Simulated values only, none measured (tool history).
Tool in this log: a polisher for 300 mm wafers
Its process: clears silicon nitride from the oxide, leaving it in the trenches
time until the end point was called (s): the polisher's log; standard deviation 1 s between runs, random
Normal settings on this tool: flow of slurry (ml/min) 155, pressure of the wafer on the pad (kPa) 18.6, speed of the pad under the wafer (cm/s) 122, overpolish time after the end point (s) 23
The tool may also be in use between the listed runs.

run   hour  flow of slurry (ml/min)  pressure of the wafer on the pad (kPa)  speed of the pad under the wafer (cm/s)  overpolish time after the end point (s)  wafers since the last listed run  wafers polished on this pad  hours since the slurry nozzle was cleaned  hours since the head pressure was calibrated  incoming thickness of the incoming film, nm  time until the end point was called (s)
  1    0.0                      135                                    18.6                                      122                                       23                                 0                           34                                      178.3                                         583.9                                        136.8                                    123.4
  2    7.2                      155                                    18.6                                      122                                       23                                60                           94                                      185.5                                         591.1                                        135.2                                    116.5
  3   13.4                      155                                    18.6                                      122                                       26                                51                          146                                      191.7                                         597.3                                        134.9                                    115.7
  4   42.9                      155                                    18.6                                      122                                       26                               246                          392                                      221.2                                         626.8                                        133.3                                    123.2
  5   59.1                      155                                    18.6                                      122                                       26                               135                          528                                      237.4                                         643.0                                        134.3                                    125.9
      63.3  -- worn pad replaced by a new one
  6   69.6                      155                                    13.8                                      122                                       23                                54                           52                                      247.9                                         653.5                                        134.1                                    152.6
  7   77.2                      155                                    18.6                                      100                                       23                                63                          116                                      255.5                                         661.1                                        136.8                                    138.3
      79.0  -- slurry nozzle cleaned
  8   84.7                      155                                    18.6                                      156                                       23                                54                          170                                        5.7                                         668.6                                        136.5                                     88.6
      95.6  -- head pressure recalibrated
  9  102.2                      155                                    18.6                                      122                                       23                               129                          300                                       23.2                                           6.6                                        136.0                                    107.5
 10  113.9                      155                                    18.6                                      122                                       23                                97                          397                                       34.9                                          18.3                                        134.5                                    110.5
 11  126.2                      170                                    13.8                                      122                                       33                               102                          500                                       47.2                                          30.6                                        132.0                                    145.1
     130.8  -- worn pad replaced by a new one
 12  142.9                      155                                    18.6                                      122                                       23                               106                          100                                       63.9                                          47.3                                        134.2                                    110.3
 13  153.0                      155                                    24.1                                      122                                       16                                84                          185                                       74.0                                          57.4                                        133.6                                     88.4
 14  159.2                      155                                    21.4                                       82                                       36                                51                          237                                       80.2                                          63.6                                        135.7                                    130.3
 15  174.0                      120                                    18.6                                      122                                       15                               123                          360                                       95.0                                          78.4                                        137.0                                    128.8

Hidden state at the last listed run before each entry between runs and at the first one after, where it differs:
Run 5 -> run 6: worn pad replaced by a new one (hour 63.3)
  removal rate lost through wear of the pad, %: 7.18 -> 0.337; slurry flow missing at the pad, %: 43.2 -> 43.5
  measured value less the no-hidden-state value, time until the end point was called (s): +25.1 -> +21.6
Run 7 -> run 8: slurry nozzle cleaned (hour 79.0)
  removal rate lost through wear of the pad, %: 0.609 -> 1.08; slurry flow missing at the pad, %: 43.6 -> 4.59
  measured value less the no-hidden-state value, time until the end point was called (s): +20.0 -> +1.8
Run 8 -> run 9: head pressure recalibrated (hour 95.6)
  removal rate lost through wear of the pad, %: 1.08 -> 2.95; slurry flow missing at the pad, %: 4.59 -> 12.5
  measured value less the no-hidden-state value, time until the end point was called (s): +1.8 -> +5.9
Run 11 -> run 12: worn pad replaced by a new one (hour 130.8)
  removal rate lost through wear of the pad, %: 7.27 -> 0.793; slurry flow missing at the pad, %: 20.7 -> 25.2
  measured value less the no-hidden-state value, time until the end point was called (s): +16.5 -> +7.6
